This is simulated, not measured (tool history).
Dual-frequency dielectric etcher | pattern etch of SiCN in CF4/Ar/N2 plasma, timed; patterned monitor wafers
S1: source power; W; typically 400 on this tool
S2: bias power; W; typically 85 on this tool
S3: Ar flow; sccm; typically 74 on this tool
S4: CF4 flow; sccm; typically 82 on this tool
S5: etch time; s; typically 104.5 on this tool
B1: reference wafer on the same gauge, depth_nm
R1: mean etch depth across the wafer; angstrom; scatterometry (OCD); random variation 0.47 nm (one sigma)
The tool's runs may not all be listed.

run,hour,S1,S2,S3,S4,S5,B1,R1
1,0,400,85,74,82,104.5,80.5,935
2,30,400,85,74,82,104.5,80.6,922
3,63.6,400,85,74,82,104.5,80.3,930
4,83.8,400,85,74,82,104.5,80.5,924
5,108.6,400,85,74,82,104.5,80.4,922
6,143.4,400,85,74,82,104.5,80.2,921
# hour 190.1: Ar flow controller replaced
7,241.2,400,85,74,82,104.5,80.4,916
# hour 254: source power generator calibrated
8,267.4,400,85,74,82,104.5,80.5,912
# hour 277: gauge calibrated
# hour 286.9: bias power generator calibrated
9,297.4,400,85,74,82,104.5,80.7,914
# hour 309.8: CF4 flow controller replaced
# hour 332.5: upper electrode replaced
# hour 355.1: wet clean of the chamber
10,355.6,400,106,74,82,124.5,80.7,1201
11,355.9,400,85,74,82,104.5,80.5,949
12,356.3,400,85,74,82,104.5,80.5,954
13,374.9,400,85,65,102,104.5,80.3,992
14,391.9,400,85,74,82,104.5,80.3,947
15,405.9,400,67,82,82,104.5,80.4,877
16,432.3,400,85,69,82,104.5,80.6,949
17,446.6,470,85,74,82,104.5,80.5,1052
18,459.6,480,85,74,82,96,80.5,983

What if the next run were any one of these 5? Each begins from the tool's condition after run 18:
A,460,400,85,74,82,114,?,?
B,460,400,85,74,82,87.5,?,?
C,460,400,85,74,73,104.5,?,?
D,460,480,67,74,82,95,?,?
E,460,400,103,74,82,128,?,?

run,B1,R1
A,80.5,1024
B,80.5,786
C,80.5,925
D,80.5,917
E,80.5,1209
What these runs would have given with no unlogged condition in the tool:
run,R1
A,1038
B,796
C,937
D,930
E,1226
